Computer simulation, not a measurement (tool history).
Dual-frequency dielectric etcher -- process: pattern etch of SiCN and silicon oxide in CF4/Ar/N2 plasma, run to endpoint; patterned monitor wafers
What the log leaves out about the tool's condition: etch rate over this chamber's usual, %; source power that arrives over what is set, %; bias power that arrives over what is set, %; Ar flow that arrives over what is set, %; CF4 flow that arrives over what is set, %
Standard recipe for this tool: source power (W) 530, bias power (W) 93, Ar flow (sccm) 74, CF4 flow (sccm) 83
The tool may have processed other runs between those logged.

run   hour  source power (W)  bias power (W)  Ar flow (sccm)  CF4 flow (sccm)  wafers since the last listed run  hours since the last wet clean  hours since the last source power generator calibration  hours since the last bias power generator calibration  hours since the last Ar flow controller change  hours since the last CF4 flow controller change  hours since the last upper electrode change  incoming incoming film thickness, nm  endpoint time (s)
  1      0               530              93              74               83                                 0                           253.7                                                   1526.2                                                 2320.8                                            11.8                                             2731                                       2136.6                                 11.52                9.3
  2   34.8               530              93              74               83                               594                           288.5                                                     1561                                                 2355.6                                            46.6                                           2765.8                                       2171.4                                 11.37                9.2
  3   48.9               530              93              74               83                               240                           302.6                                                   1575.1                                                 2369.7                                            60.7                                           2779.9                                       2185.5                                 11.38                9.1
  4   74.2               530              93              74               83                               431                           327.9                                                   1600.4                                                   2395                                              86                                           2805.2                                       2210.8                                 11.37                9.1
      86.3  -- bias power generator calibrated
  5  103.1               530              93              74               83                               425                           356.8                                                   1629.3                                                   16.8                                           114.9                                           2834.1                                       2239.7                                 11.44                9.1
  6  123.1               530             110              82               83                               341                           376.8                                                   1649.3                                                   36.8                                           134.9                                           2854.1                                       2259.7                                 11.41                8.7
  7  157.9               530             100              59               83                               594                           411.6                                                   1684.1                                                   71.6                                           169.7                                           2888.9                                       2294.5                                 11.46                8.7
  8    182               530              93              74               83                               411                           435.7                                                   1708.2                                                   95.7                                           193.8                                             2913                                       2318.6                                 11.39                  9
  9  214.4               580              93              64               83                               553                           468.1                                                   1740.6                                                  128.1                                           226.2                                           2945.4                                         2351                                 11.46                8.1
     243.1  -- wet clean of the chamber
     247.3  -- source power generator calibrated
     249.5  -- CF4 flow controller replaced
 10    250               500              76              86               71                                93                             6.9                                                      2.7                                                  163.7                                           261.8                                              0.5                                       2386.6                                 11.42               11.6
 11  250.3               420              75              85               83                                 5                             7.2                                                        3                                                    164                                           262.1                                              0.8                                       2386.9                                 11.34               13.7
 12  281.3               530              79              74               83                               529                            38.2                                                       34                                                    195                                           293.1                                             31.8                                       2417.9                                 11.29                 10
 13  315.6               530              83              74               83                               585                            72.5                                                     68.3                                                  229.3                                           327.4                                             66.1                                       2452.2                                 11.34                9.8
 14  334.4               530              84              80               98                               321                            91.3                                                     87.1                                                  248.1                                           346.2                                             84.9                                         2471                                 11.41                9.7
 15  348.5               530              93              74               99                               240                           105.4                                                    101.2                                                  262.2                                           360.3                                               99                                       2485.1                                 11.31                9.2
     378.6  -- upper electrode replaced
 16  379.1               480              93              83               75                               112                             136                                                    131.8                                                  292.8                                           390.9                                            129.6                                          0.5                                 11.42               11.1
 17  391.5               620             107              59               83                               211                           148.4                                                    144.2                                                  305.2                                           403.3                                              142                                         12.9                                 11.42                7.5
 18    408               530              93              74               83                               281                           164.9                                                    160.7                                                  321.7                                           419.8                                            158.5                                         29.4                                 11.42                9.5
 19  441.3               530              93              83               69                               568                           198.2                                                      194                                                    355                                           453.1                                            191.8                                         62.7                                 11.52               10.2
 20  463.5               650             115              64               68                               379                           220.4                                                    216.2                                                  377.2                                           475.3                                              214                                         84.9                                 11.37                7.3
 21  480.5               580             113              88               83                               290                           237.4                                                    233.2                                                  394.2                                           492.3                                              231                                        101.9                                 11.35                8.2
 22  501.2               630             113              81               90                               353                           258.1                                                    253.9                                                  414.9                                             513                                            251.7                                        122.6                                  11.5                7.4
 23  527.9               530              93              74               83                               455                           284.8                                                    280.6                                                  441.6                                           539.7                                            278.4                                        149.3                                  11.4                9.5
 24  587.8               630             101              83               96                              1022                           344.7                                                    340.5                                                  501.5                                           599.6                                            338.3                                        209.2                                 11.53                7.6

Each row is a separate what-if for the run after 24, all from the same tool condition, not one after another. Results?
  A  588.2               530              93              74               83                                 6                           345.1                                                    340.9                                                  501.9                                             600                                            338.7                                        209.6                                 11.31                  ?
  B  588.2               530              93              69               91                                 6                           345.1                                                    340.9                                                  501.9                                             600                                            338.7                                        209.6                                 11.31                  ?
  C  588.2               570              93              81               83                                 6                           345.1                                                    340.9                                                  501.9                                             600                                            338.7                                        209.6                                 11.31                  ?
  D  588.2               560              93              74              103                                 6                           345.1                                                    340.9                                                  501.9                                             600                                            338.7                                        209.6                                 11.31                  ?

run  endpoint time (s)
  A                9.4
  B                9.2
  C                8.8
  D                8.5
Without the tool's hidden state the same runs would have given:
run  endpoint time (s)
  A                9.4
  B                9.2
  C                8.8
  D                8.5

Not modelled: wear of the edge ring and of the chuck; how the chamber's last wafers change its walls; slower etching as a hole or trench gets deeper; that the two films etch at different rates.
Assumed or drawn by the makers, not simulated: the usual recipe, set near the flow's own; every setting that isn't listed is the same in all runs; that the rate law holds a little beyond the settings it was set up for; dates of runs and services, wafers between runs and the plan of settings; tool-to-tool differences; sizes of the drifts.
